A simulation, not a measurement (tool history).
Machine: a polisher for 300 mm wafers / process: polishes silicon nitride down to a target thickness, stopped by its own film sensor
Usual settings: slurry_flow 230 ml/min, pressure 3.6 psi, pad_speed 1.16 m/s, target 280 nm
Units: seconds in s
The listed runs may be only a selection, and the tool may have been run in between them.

run	hour	slurry_flow	pressure	pad_speed	target	incoming thickness of the incoming film, nm	seconds
1	0	230	3.6	1.16	280	480.7	122
2	6.9	230	3.6	1.16	280	481.1	122.5
3	23.3	230	3.6	1.16	280	483.3	123.9
4	35.7	230	3.6	1.16	280	477.5	121.3
5	53.6	230	3.6	1.16	280	472	116.4
6	69.2	230	3.6	1.16	280	485.7	126.1
7	76.6	230	3.6	1.16	228	480.3	151.9
8	88.7	180	3.6	1.16	280	479.8	123.8
9	106.5	230	3.6	1.16	280	487.4	128.4
10	121.7	230	3.6	1.16	280	475.6	119.8
11	131.4	230	3.6	1.16	280	479.6	120.4
# hour 141.8: head pressure recalibrated
12	144.2	230	3.6	1	280	485.6	125.6
13	159.5	230	3.6	1	280	483.2	123.8
# hour 167.6: worn pad replaced by a new one
14	175.7	230	3.6	1	280	472.6	116.5
15	186	230	3.6	1.16	280	470.5	106.7
16	203.6	230	3.6	1.16	280	473.6	106.4
17	215.3	230	3.6	1.16	280	483.2	112.8
18	232.5	230	3.6	1.16	280	490.9	115
19	248.9	230	3.6	1.16	280	474.8	109.2
# hour 252.8: slurry nozzle cleaned
20	263.7	230	3.6	1.16	280	486.6	117.4
21	272.6	230	3.6	1.5	280	475.6	91.1
22	287.1	300	3.6	1.16	320	478.9	86.5
23	295.3	165	3.6	1.26	226	478	135.7
24	311	255	2.4	1.16	339	480.6	120.3
25	319.9	230	3.6	1	280	478	125.9
26	331	265	2.4	0.96	334	486.3	149.4
27	342.9	260	3.2	1.16	212	481.5	174.2
# hour 357: worn pad replaced by a new one
28	357.7	230	3.6	1.16	280	473.9	112.7
29	368.6	230	3.6	1.16	313	483.8	98.1
30	384.8	230	4.7	1.02	255	475.2	106.6
31	399.3	210	4.8	1.16	259	486.3	99.2
32	411.4	205	3.6	1.16	350	484.6	79
33	425.9	230	3.1	1.16	280	486.4	143.3
34	439.8	265	2.4	0.96	334	486.3	149.9
35	447	230	3.6	1.16	280	473.3	112
36	463	270	4.2	0.82	230	482.6	160.7
37	473.3	170	4.6	0.92	222	484.2	146

Below, some changes in seconds between adjacent runs. For each, the amount present without the hidden state too (settings, incoming material, random variation) and the amount remaining for the hidden state with gauge scatter not shared by both compared results:
Hidden state at play: removal rate lost through wear of the pad, %; slurry flow missing at the pad, %; deviation of the head's pressure from its setpoint, %.
Run 11 -> 12: pad_speed 1.16 -> 1, head pressure recalibrated. seconds +5.2 s: hidden state -12.3, all else +17.5.
Run 22 -> 23: slurry_flow 300 -> 165, pad_speed 1.16 -> 1.26, target 320 -> 226. seconds +49.2 s: hidden state +2.9, all else +46.3.
Run 27 -> 28: slurry_flow 260 -> 230, pressure 3.2 -> 3.6, target 212 -> 280, worn pad replaced by a new one. seconds -61.5 s: hidden state -3.6, all else -57.9.
Run 32 -> 33: slurry_flow 205 -> 230, pressure 3.6 -> 3.1, target 350 -> 280. seconds +64.3 s: hidden state +5, all else +59.3.
Run 35 -> 36: slurry_flow 230 -> 270, pressure 3.6 -> 4.2, pad_speed 1.16 -> 0.82, target 280 -> 230. seconds +48.7 s: hidden state +4.3, all else +44.4.

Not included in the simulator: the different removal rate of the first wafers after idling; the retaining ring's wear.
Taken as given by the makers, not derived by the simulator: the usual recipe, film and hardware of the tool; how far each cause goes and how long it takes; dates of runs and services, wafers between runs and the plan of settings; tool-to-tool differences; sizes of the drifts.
